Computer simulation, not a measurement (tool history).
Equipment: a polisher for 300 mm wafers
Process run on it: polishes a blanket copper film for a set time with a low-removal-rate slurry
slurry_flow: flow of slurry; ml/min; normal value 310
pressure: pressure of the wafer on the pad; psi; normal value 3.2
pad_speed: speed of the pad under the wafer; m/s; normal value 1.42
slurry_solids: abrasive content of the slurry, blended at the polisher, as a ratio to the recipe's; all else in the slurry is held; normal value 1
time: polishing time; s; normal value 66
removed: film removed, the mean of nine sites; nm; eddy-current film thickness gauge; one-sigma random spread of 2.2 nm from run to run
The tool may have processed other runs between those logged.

run	hour	slurry_flow	pressure	pad_speed	slurry_solids	time	incoming thickness of the incoming film, nm	removed
1	0	310	3.2	1.42	1	66	1404.4	326.8
2	12.4	310	3.2	1.42	1	66	1421.1	323.9
# hour 20.9: head pressure recalibrated
# hour 28.3: slurry blender recalibrated
3	40.6	310	3.2	1.42	1	66	1427.5	347.6
# hour 60.9: slurry nozzle cleaned
4	62.5	310	3.2	1.42	1	66	1412.6	342.8
5	81.4	310	3.7	1.42	1	66	1433.9	388.6
6	109.4	310	3.2	1.42	1.1	66	1400.2	349.5
7	124.4	375	3.2	1.42	1	66	1401.1	341.4
8	139.5	310	3.2	1.42	1	66	1394	335.1
9	166.1	310	3.2	1.92	0.7	76	1452	476.1
10	184.1	310	3.2	1.42	1	84	1433.1	424.2
11	215.4	310	3.2	1.08	1	66	1405.6	249.8
# hour 240.9: worn pad replaced by a new one
12	244.6	310	3.2	1.42	1	66	1422.4	325.3
13	271.9	310	3.2	1.42	1	50	1415	243.1
14	298.5	365	2.6	1.42	0.7	66	1417	256.8
# hour 312.6: slurry blender recalibrated
15	322.2	310	3.2	1.42	1	66	1400.2	342.7
16	355.6	310	3.2	1.42	0.9	66	1412	333
17	384.3	310	3.2	1.08	1	66	1422.5	257.1
18	397.1	310	3.9	1.42	1	66	1405.6	397.5
19	419	230	3.2	1.42	1	72	1406.5	353.2
20	433.5	205	3.2	1.42	1	80	1418.2	384.4
21	449.6	255	3.2	1.42	0.85	66	1387.7	310.9
22	463.5	310	3.2	1.42	1	66	1404.4	330
# hour 489.7: worn pad replaced by a new one
23	491.5	310	3.2	1.42	1	56	1422.4	280.1
24	515.1	310	3.2	1.42	1.15	46	1433.7	232
25	536.2	310	3.2	1.42	1	66	1421.3	319.7
26	554.3	280	3.5	1.04	1	44	1416.4	168.9
# hour 574: head pressure recalibrated
27	574.7	340	2.6	1.42	1.2	73	1445.3	310.1
# hour 582.2: slurry blender recalibrated
28	606.6	310	3.2	1.42	1	66	1394.3	344.6
# hour 631.3: slurry nozzle cleaned
29	636.9	365	3.2	1.42	1.15	66	1432.1	360.6

Consider 5 possible next runs. They are alternatives, not a sequence: every one starts from the tool as it was left by run 29. What does each give?
A	637.3	310	3.2	1.42	1	53	1419.6	?
B	637.3	310	4.1	1.42	1	66	1419.6	?
C	637.3	270	2.1	1.18	1.15	66	1419.6	?
D	637.3	360	4.2	1.42	1.3	66	1419.6	?
E	637.3	370	3.2	1.42	1	66	1419.6	?

run	removed
A	275.4
B	422.4
C	208.4
D	464.7
E	348.2
Had the tool no hidden state, the same runs would have come out as:
run	removed
A	280.1
B	429.6
C	212
D	472.9
E	354.1
